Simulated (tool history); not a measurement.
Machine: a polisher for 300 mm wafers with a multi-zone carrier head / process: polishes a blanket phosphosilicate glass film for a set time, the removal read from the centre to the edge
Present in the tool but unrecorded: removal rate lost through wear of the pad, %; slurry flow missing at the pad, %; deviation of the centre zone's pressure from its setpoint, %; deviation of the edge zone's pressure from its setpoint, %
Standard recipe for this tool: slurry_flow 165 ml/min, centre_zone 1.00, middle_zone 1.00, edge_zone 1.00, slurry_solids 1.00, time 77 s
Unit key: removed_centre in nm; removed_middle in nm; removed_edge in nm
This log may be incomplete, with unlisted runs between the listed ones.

run,hour,slurry_flow,centre_zone,middle_zone,edge_zone,slurry_solids,time,wafers since the last listed run,wafers polished on this pad,hours since the slurry nozzle was cleaned,hours since the centre zone pressure was calibrated,hours since the edge zone pressure was calibrated,hours since the carrier head's membrane was replaced,"incoming thickness of the incoming film, nm",removed_centre,removed_middle,removed_edge
1,0.0,180,1.00,1.00,1.00,1.00,77,0,525,251.8,43.1,71.3,0.5,3278.3,490.0,493.6,516.9
# hour 5.5: worn pad replaced by a new one
2,13.9,180,1.00,1.00,1.00,1.00,77,65,55,265.7,57.0,85.2,14.4,3227.2,491.2,481.8,509.3
3,26.3,120,1.00,1.00,1.08,1.00,77,82,137,278.1,69.4,97.6,26.8,3220.7,422.5,437.0,484.9
4,34.3,105,1.00,1.00,1.05,1.00,77,52,190,286.1,77.4,105.6,34.8,3251.7,392.7,413.5,451.5
5,41.9,165,1.07,1.09,0.88,1.00,96,50,241,293.7,85.0,113.2,42.4,3273.4,620.7,632.6,579.0
6,55.2,165,1.00,1.00,1.00,1.00,77,88,329,307.0,98.3,126.5,55.7,3249.2,457.9,463.5,492.6
# hour 60.8: slurry nozzle cleaned
7,72.7,165,1.03,1.00,1.00,1.00,77,109,438,11.9,115.8,144.0,73.2,3250.6,503.7,495.1,510.1
8,87.7,165,1.00,1.00,1.00,1.30,77,99,537,26.9,130.8,159.0,88.2,3205.7,572.2,583.0,603.8
9,101.0,125,0.92,1.00,1.06,1.20,77,88,625,40.2,144.1,172.3,101.5,3240.1,476.2,520.1,563.6
10,113.7,130,1.00,1.00,1.00,0.75,77,84,709,52.9,156.8,185.0,114.2,3219.0,380.0,374.2,396.5
# hour 126.1: worn pad replaced by a new one
11,136.4,165,1.00,1.00,1.00,1.00,77,123,68,75.6,179.5,207.7,136.9,3293.3,495.3,493.9,523.5
12,151.3,165,1.00,1.00,1.00,1.15,66,98,166,90.5,194.4,222.6,151.8,3228.3,458.8,452.7,477.3
13,161.3,190,1.00,1.00,1.00,1.00,77,66,232,100.5,204.4,232.6,161.8,3278.5,509.5,502.6,519.9
14,174.3,165,1.00,1.00,1.00,1.00,50,86,319,113.5,217.4,245.6,174.8,3257.3,321.2,327.9,338.3
15,191.8,165,1.00,0.89,1.00,0.85,77,115,434,131.0,234.9,263.1,192.3,3211.2,437.6,405.8,456.2
16,203.4,145,0.92,0.94,1.00,1.30,77,76,511,142.6,246.5,274.7,203.9,3240.3,503.2,517.7,579.6
17,215.6,145,1.05,1.00,1.00,1.00,77,80,592,154.8,258.7,286.9,216.1,3256.6,498.5,483.8,513.4
18,223.0,165,0.95,1.00,1.00,1.00,77,49,641,162.2,266.1,294.3,223.5,3297.7,470.1,484.0,505.2
# hour 236.7: worn pad replaced by a new one
19,237.2,165,0.90,0.88,0.92,1.00,77,67,3,176.4,280.3,308.5,237.7,3309.6,442.7,443.1,493.3
20,241.8,165,1.00,1.00,1.00,1.00,77,30,33,181.0,284.9,313.1,242.3,3231.3,490.0,494.6,516.7
21,250.3,165,1.00,1.00,1.08,1.00,77,56,89,189.5,293.4,321.6,250.8,3218.0,487.8,480.5,528.1
22,267.5,165,1.00,1.00,1.00,1.00,77,113,203,206.7,310.6,338.8,268.0,3240.3,492.5,477.5,510.0
23,283.4,165,1.00,0.94,1.00,1.00,77,105,309,222.6,326.5,354.7,283.9,3254.8,483.5,459.0,511.0

Take each entry between the runs: how does the hidden state at the last listed run before it differ from the hidden state at the first listed run after it?
After run 1, before run 2: worn pad replaced by a new one (hour 5.5)
  slurry flow missing at the pad, %: 18.6 -> 20.3
  the result without the hidden state subtracted from the measured one, removed_centre: -22.9 -> -25.8 nm; removed_middle: -20.5 -> -22.5 nm; removed_edge: -15.5 -> -17.1 nm
After run 6, before run 7: slurry nozzle cleaned (hour 60.8)
  slurry flow missing at the pad, %: 26.1 -> 3.6
  the result without the hidden state subtracted from the measured one, removed_centre: -37.5 -> -4.1 nm; removed_middle: -33.5 -> -3.6 nm; removed_edge: -25.1 -> -2.7 nm
After run 10, before run 11: worn pad replaced by a new one (hour 126.1)
  slurry flow missing at the pad, %: 4.24 -> 4.95
  the result without the hidden state subtracted from the measured one, removed_centre: -4.8 -> -5.6 nm; removed_middle: -4.1 -> -5.0 nm; removed_edge: -3.1 -> -3.8 nm
After run 18, before run 19: worn pad replaced by a new one (hour 236.7)
  slurry flow missing at the pad, %: 9.96 -> 11.1
  the result without the hidden state subtracted from the measured one, removed_centre: -11.4 -> -12.2 nm; removed_middle: -10.4 -> -10.9 nm; removed_edge: -7.8 -> -8.7 nm

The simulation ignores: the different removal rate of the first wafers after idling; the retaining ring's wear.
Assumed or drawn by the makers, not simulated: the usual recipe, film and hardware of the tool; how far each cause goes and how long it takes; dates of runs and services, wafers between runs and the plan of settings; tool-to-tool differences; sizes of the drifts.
